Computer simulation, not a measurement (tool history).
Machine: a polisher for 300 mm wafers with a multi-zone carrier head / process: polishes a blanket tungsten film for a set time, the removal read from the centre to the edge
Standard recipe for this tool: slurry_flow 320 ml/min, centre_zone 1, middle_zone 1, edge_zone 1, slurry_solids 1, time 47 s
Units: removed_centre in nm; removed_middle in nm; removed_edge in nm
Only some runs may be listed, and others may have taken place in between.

run   hour  slurry_flow  centre_zone  middle_zone  edge_zone  slurry_solids  time  incoming thickness of the incoming film, nm  removed_centre  removed_middle  removed_edge
  1      0          320            1            1          1              1    47                                        998.9           225.2           223.6           225
      35.8  -- worn pad replaced by a new one
  2   36.3          320            1            1          1              1    47                                        999.1           227.3           224.1         232.1
  3   51.3          320            1            1          1              1    47                                        990.5           228.1           229.4         225.4
  4   77.3          320            1            1          1              1    47                                        994.8           222.4           226.1         232.1
      98.5  -- worn pad replaced by a new one
  5  111.7          320            1            1          1              1    47                                       1025.1           226.2           227.6         222.6
     130.2  -- carrier head's membrane replaced by a new one
  6  131.5          320            1            1          1              1    47                                         1005           224.7           228.9           230
  7  154.6          320            1            1       1.07              1    47                                       1017.7           221.8           222.8         243.5
       171  -- worn pad replaced by a new one
  8  173.2          320            1            1       1.07              1    47                                       1006.1           227.9           227.3         235.6
     195.4  -- edge zone pressure recalibrated
  9  206.1          390            1            1          1            0.9    47                                       1031.3           216.4           222.3         223.4
 10  223.7          380          1.1         0.89       0.95              1    47                                       1007.1           253.8           213.1         222.8
       236  -- slurry nozzle cleaned
     236.4  -- worn pad replaced by a new one
 11  242.2          320         1.11         0.93          1              1    33                                       1018.2             174           150.4         160.7
     254.3  -- centre zone pressure recalibrated
 12  255.3          425            1         1.05       1.04              1    60                                        991.6           296.7           300.4         303.9

The next listed run, before its measurement:
 13  271.6          360            1            1       0.89            1.2    34                                       1001.4               ?               ?             ?

removed_centre: 174.6 nm
removed_middle: 175.4 nm
removed_edge: 168.3 nm
Without the tool's hidden state the same run would have given removed_centre 174.6 nm, removed_middle 175.4 nm, removed_edge 168.3 nm.
